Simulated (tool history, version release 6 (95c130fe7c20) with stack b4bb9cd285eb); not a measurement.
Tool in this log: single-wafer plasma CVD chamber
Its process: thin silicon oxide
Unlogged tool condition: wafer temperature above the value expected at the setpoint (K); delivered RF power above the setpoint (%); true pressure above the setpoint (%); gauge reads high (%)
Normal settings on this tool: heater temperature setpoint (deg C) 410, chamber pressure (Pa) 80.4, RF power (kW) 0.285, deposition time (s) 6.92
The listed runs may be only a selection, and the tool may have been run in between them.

| run | day | heater temperature setpoint (deg C) | chamber pressure (Pa) | RF power (kW) | deposition time (s) | wafers since the last listed run | hours since the last thermocouple change | hours since the last RF generator calibration | hours since the last manometer calibration | hours since the showerhead was replaced | hours since the gauge calibration | read-back reference wafer on the same gauge, thickness_nm | mean film thickness on the monitor wafer (Å) |
|---|---|---|---|---|---|---|---|---|---|---|---|---|---|
| 1 | 0.000 | 410 | 80.4 | 0.300 | 6.92 | 0 | 2126.7 | 1217.0 | 1512.3 | 4216.2 | 139.2 | 9.504 | 91.34 |
| 2 | 1.162 | 410 | 80.4 | 0.285 | 6.92 | 1061 | 2154.6 | 1244.9 | 1540.2 | 4244.1 | 167.1 | 9.514 | 88.81 |
| 3 | 1.967 | 410 | 80.4 | 0.285 | 6.92 | 734 | 2173.9 | 1264.2 | 1559.5 | 4263.4 | 186.4 | 9.517 | 89.69 |
| 4 | 3.412 | 410 | 80.4 | 0.285 | 6.92 | 1320 | 2208.6 | 1298.9 | 1594.2 | 4298.1 | 221.1 | 9.534 | 89.78 |
| 5 | 4.483 | 410 | 80.4 | 0.285 | 6.92 | 978 | 2234.3 | 1324.6 | 1619.9 | 4323.8 | 246.8 | 9.542 | 90.12 |
| 6 | 5.358 | 410 | 80.4 | 0.285 | 6.92 | 799 | 2255.3 | 1345.6 | 1640.9 | 4344.8 | 267.8 | 9.559 | 88.99 |
| 7 | 6.279 | 410 | 80.4 | 0.285 | 6.92 | 841 | 2277.4 | 1367.7 | 1663.0 | 4366.9 | 289.9 | 9.555 | 89.10 |
| 8 | 7.312 | 410 | 80.4 | 0.285 | 6.92 | 943 | 2302.2 | 1392.5 | 1687.8 | 4391.7 | 314.7 | 9.571 | 89.25 |
| 9 | 8.233 | 410 | 80.4 | 0.305 | 6.53 | 841 | 2324.3 | 1414.6 | 1709.9 | 4413.8 | 336.8 | 9.577 | 87.09 |
| 10 | 9.312 | 410 | 80.4 | 0.305 | 6.53 | 985 | 2350.2 | 1440.5 | 1735.8 | 4439.7 | 362.7 | 9.584 | 87.52 |
| 11 | 10.238 | 410 | 80.4 | 0.305 | 6.53 | 845 | 2372.4 | 1462.7 | 1758.0 | 4461.9 | 384.9 | 9.587 | 87.58 |
| 12 | 11.642 | 410 | 80.4 | 0.285 | 6.92 | 1282 | 2406.1 | 1496.4 | 1791.7 | 4495.6 | 418.6 | 9.608 | 90.01 |
|  | 14.262 | gauge calibrated |
|  | 14.317 | thermocouple changed; heater temperature recalibrated |
| 13 | 14.338 | 410 | 80.4 | 0.285 | 6.92 | 2158 | 0.5 | 1561.1 | 1856.4 | 4560.3 | 1.8 | 9.461 | 88.72 |
| 14 | 15.288 | 410 | 80.4 | 0.285 | 6.92 | 867 | 23.3 | 1583.9 | 1879.2 | 4583.1 | 24.6 | 9.475 | 88.66 |
| 15 | 16.442 | 410 | 80.4 | 0.285 | 6.92 | 1054 | 51.0 | 1611.6 | 1906.9 | 4610.8 | 52.3 | 9.487 | 88.95 |
| 16 | 17.917 | 410 | 80.4 | 0.260 | 6.92 | 1347 | 86.4 | 1647.0 | 1942.3 | 4646.2 | 87.7 | 9.495 | 85.08 |
| 17 | 19.308 | 410 | 80.4 | 0.305 | 6.53 | 1271 | 119.8 | 1680.4 | 1975.7 | 4679.6 | 121.1 | 9.513 | 86.94 |
|  | 20.271 | capacitance manometer re-zeroed and calibrated |
| 18 | 20.450 | 416 | 93.3 | 0.235 | 6.92 | 738 | 147.2 | 1707.8 | 4.3 | 4707.0 | 148.5 | 9.512 | 93.46 |
|  | 20.979 | showerhead replaced |
| 19 | 21.446 | 403 | 80.4 | 0.315 | 7.31 | 605 | 171.1 | 1731.7 | 28.2 | 11.2 | 172.4 | 9.525 | 98.71 |
|  | 22.812 | RF generator calibrated |
| 20 | 22.833 | 410 | 67.5 | 0.285 | 7.72 | 963 | 204.4 | 0.5 | 61.5 | 44.5 | 205.7 | 9.541 | 83.29 |
| 21 | 23.796 | 410 | 80.4 | 0.285 | 6.92 | 879 | 227.5 | 23.6 | 84.6 | 67.6 | 228.8 | 9.557 | 89.81 |
| 22 | 24.871 | 400 | 95.9 | 0.285 | 7.37 | 982 | 253.3 | 49.4 | 110.4 | 93.4 | 254.6 | 9.573 | 114.32 |
| 23 | 25.517 | 423 | 80.4 | 0.260 | 6.92 | 589 | 268.8 | 64.9 | 125.9 | 108.9 | 270.1 | 9.563 | 85.12 |
| 24 | 26.396 | 410 | 80.4 | 0.235 | 5.93 | 803 | 289.9 | 86.0 | 147.0 | 130.0 | 291.2 | 9.567 | 68.90 |
| 25 | 27.475 | 410 | 69.2 | 0.285 | 7.36 | 985 | 315.8 | 111.9 | 172.9 | 155.9 | 317.1 | 9.587 | 82.29 |
| 26 | 28.000 | 410 | 98.3 | 0.285 | 6.92 | 479 | 328.4 | 124.5 | 185.5 | 168.5 | 329.7 | 9.586 | 109.58 |
| 27 | 29.062 | 410 | 75.2 | 0.250 | 7.60 | 970 | 353.9 | 150.0 | 211.0 | 194.0 | 355.2 | 9.599 | 86.08 |
| 28 | 30.154 | 410 | 80.4 | 0.285 | 6.92 | 997 | 380.1 | 176.2 | 237.2 | 220.2 | 381.4 | 9.599 | 89.84 |
| 29 | 31.029 | 420 | 80.4 | 0.285 | 5.89 | 799 | 401.1 | 197.2 | 258.2 | 241.2 | 402.4 | 9.610 | 76.18 |

Each row is a separate what-if for the run after 29, all from the same tool condition, not one after another. Results?
| A | 31.046 | 410 | 80.4 | 0.285 | 6.92 | 15 | 401.5 | 197.6 | 258.6 | 241.6 | 402.8 | ? | ? |
| B | 31.046 | 414 | 74.9 | 0.235 | 8.23 | 15 | 401.5 | 197.6 | 258.6 | 241.6 | 402.8 | ? | ? |
| C | 31.046 | 410 | 98.7 | 0.240 | 6.92 | 15 | 401.5 | 197.6 | 258.6 | 241.6 | 402.8 | ? | ? |
| D | 31.046 | 422 | 96.1 | 0.285 | 6.92 | 15 | 401.5 | 197.6 | 258.6 | 241.6 | 402.8 | ? | ? |

| run | read-back reference wafer on the same gauge, thickness_nm | mean film thickness on the monitor wafer (Å) |
|---|---|---|
| A | 9.620 | 90.30 |
| B | 9.620 | 90.08 |
| C | 9.620 | 101.07 |
| D | 9.620 | 107.14 |
With no hidden state in the tool, these same runs would have given:
| run | mean film thickness on the monitor wafer (Å) |
|---|---|
| A | 88.92 |
| B | 88.70 |
| C | 99.53 |
| D | 105.50 |
